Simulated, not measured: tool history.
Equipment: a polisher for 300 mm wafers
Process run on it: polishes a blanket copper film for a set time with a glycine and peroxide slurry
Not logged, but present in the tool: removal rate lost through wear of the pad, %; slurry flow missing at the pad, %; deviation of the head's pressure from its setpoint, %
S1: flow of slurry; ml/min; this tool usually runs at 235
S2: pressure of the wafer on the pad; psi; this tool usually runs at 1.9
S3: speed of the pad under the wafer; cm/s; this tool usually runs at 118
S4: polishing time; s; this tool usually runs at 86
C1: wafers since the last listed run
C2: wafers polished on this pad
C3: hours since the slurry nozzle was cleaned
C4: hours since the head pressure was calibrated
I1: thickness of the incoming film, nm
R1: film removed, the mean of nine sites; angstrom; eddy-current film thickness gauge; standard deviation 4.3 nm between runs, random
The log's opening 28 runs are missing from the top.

run,day,S1,S2,S3,S4,C1,C2,C3,C4,I1,R1
29,61.317,235,1.9,136,86,309,1000,825.3,158,2019,4844
30,62.796,235,1.6,118,72,247,1247,860.8,193.5,1997,3321
31,64.4,175,1.4,140,101,268,1515,899.3,232,1993.7,4477
32,66.508,235,1.5,154,86,352,1867,949.9,282.6,1950.9,4342
# day 67.379: slurry nozzle cleaned
33,68.217,235,1.2,118,74,278,2145,20.1,323.6,1994.7,2768
34,70.6,235,2.4,82,109,398,2544,77.3,380.8,1974.9,5091
# day 71.629: worn pad replaced by a new one
35,72.692,235,1.7,118,57,321,177,127.5,431,1987,2775
# day 73.692: head pressure recalibrated
36,73.771,235,2.2,118,86,166,344,153.4,1.9,2032.7,5013
37,76.379,235,1.9,118,86,435,779,216,64.5,1959.2,4496
38,77.408,235,1.9,118,86,171,951,240.7,89.2,1965,4398

Predict each of these 3 candidate next runs independently; none follows another, all start after run 38:
A,77.425,235,1.9,118,75,2,954,241.1,89.6,1957.7,?
B,77.425,235,2.1,118,63,2,954,241.1,89.6,1957.7,?
C,77.425,195,2.4,146,111,2,954,241.1,89.6,1957.7,?

run,R1
A,3909
B,3516
C,7621
Without the tool's hidden state the same runs would have given:
run,R1
A,3974
B,3575
C,7749
